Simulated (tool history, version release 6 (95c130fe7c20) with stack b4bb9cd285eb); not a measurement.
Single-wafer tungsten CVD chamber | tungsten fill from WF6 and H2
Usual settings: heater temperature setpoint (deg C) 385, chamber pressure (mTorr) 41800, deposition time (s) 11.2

run,hour,heater temperature setpoint (deg C),chamber pressure (mTorr),deposition time (s),wafers since the last listed run,hours since the last thermocouple change,hours since the last manometer calibration,hours since the showerhead was replaced,hours since the gauge calibration,"read-back reference wafer on the same gauge, thickness_nm",mean film thickness on the monitor wafer (Å)
1,0,385,41800,12.2,0,2154.5,1939.4,4777.8,242.6,33.971,288.08
# hour 7.9: gauge calibrated
2,16.8,385,41800,12.2,572,2171.3,1956.2,4794.6,8.9,34.003,287.61
3,33.8,390,41800,11.2,579,2188.3,1973.2,4811.6,25.9,34.007,286.61
4,46.9,390,41800,11.2,446,2201.4,1986.3,4824.7,39,34.025,287.33
5,61.6,390,41800,11.2,500,2216.1,2001,4839.4,53.7,33.96,286.41
6,72.2,385,41800,11.2,361,2226.7,2011.6,4850,64.3,33.956,262.31
7,83.2,385,41800,11.2,374,2237.7,2022.6,4861,75.3,34.038,262.03
8,95.4,385,41800,11.2,415,2249.9,2034.8,4873.2,87.5,33.987,263.52
9,101.7,385,41800,11.2,214,2256.2,2041.1,4879.5,93.8,33.977,262.95
10,113.9,385,48600,11.2,415,2268.4,2053.3,4891.7,106,33.979,290.21
11,120.8,385,48600,11.2,235,2275.3,2060.2,4898.6,112.9,34.018,289.02
# hour 133: thermocouple changed; heater temperature recalibrated
12,137.5,385,50100,11.2,296,4.5,2076.9,4915.3,129.6,33.999,279.22
13,147.1,385,41800,11.2,327,14.1,2086.5,4924.9,139.2,34.023,248.46
14,159.8,390,41800,11.2,432,26.8,2099.2,4937.6,151.9,34.003,269.88
15,169,385,41800,11.2,313,36,2108.4,4946.8,161.1,34.017,249.25
# hour 180.7: capacitance manometer re-zeroed and calibrated
# hour 181.9: thermocouple changed; heater temperature recalibrated, repeated, since the last time left the tool worse
16,182.4,385,48800,12.8,144,0.5,1.7,4960.2,174.5,34.009,361.29
17,184.8,381,37500,10.2,81,2.9,4.1,4962.6,176.9,33.998,226.09
18,198,376,36400,12.5,449,16.1,17.3,4975.8,190.1,33.998,248.38
# hour 205.5: gauge calibrated
# hour 209.8: showerhead replaced
19,214.3,385,31400,12.5,282,32.4,33.6,4.5,8.8,34.009,259.92
20,223.4,399,38600,11.2,310,41.5,42.7,13.6,17.9,33.992,345.45
21,239.2,392,32100,11.2,538,57.3,58.5,29.4,33.7,34.003,266.51
22,253.1,385,41800,11.2,473,71.2,72.4,43.3,47.6,33.993,285.24
23,268.9,385,49000,11.8,538,87,88.2,59.1,63.4,34.013,334.73
24,284.2,391,38600,11.9,521,102.3,103.5,74.4,78.7,34.015,318.86
25,294,385,36200,9.5,333,112.1,113.3,84.2,88.5,33.992,219.59

The same runs without the tool's hidden state, with the same run-to-run variation:
The hidden state here: wafer temperature above the value expected at the setpoint (K); true pressure above the setpoint (%); gauge reads high (%).
run,mean film thickness on the monitor wafer (Å)
1,311.21
2,310.87
3,309.64
4,310.56
5,309.71
6,284.05
7,283.84
8,285.58
9,285.02
10,314.69
11,313.47
12,320.11
13,284.94
14,308.91
15,286.05
16,358.29
17,224.2
18,246.37
19,258.02
20,343.17
21,264.85
22,283.51
23,332.88
24,317.32
25,218.55

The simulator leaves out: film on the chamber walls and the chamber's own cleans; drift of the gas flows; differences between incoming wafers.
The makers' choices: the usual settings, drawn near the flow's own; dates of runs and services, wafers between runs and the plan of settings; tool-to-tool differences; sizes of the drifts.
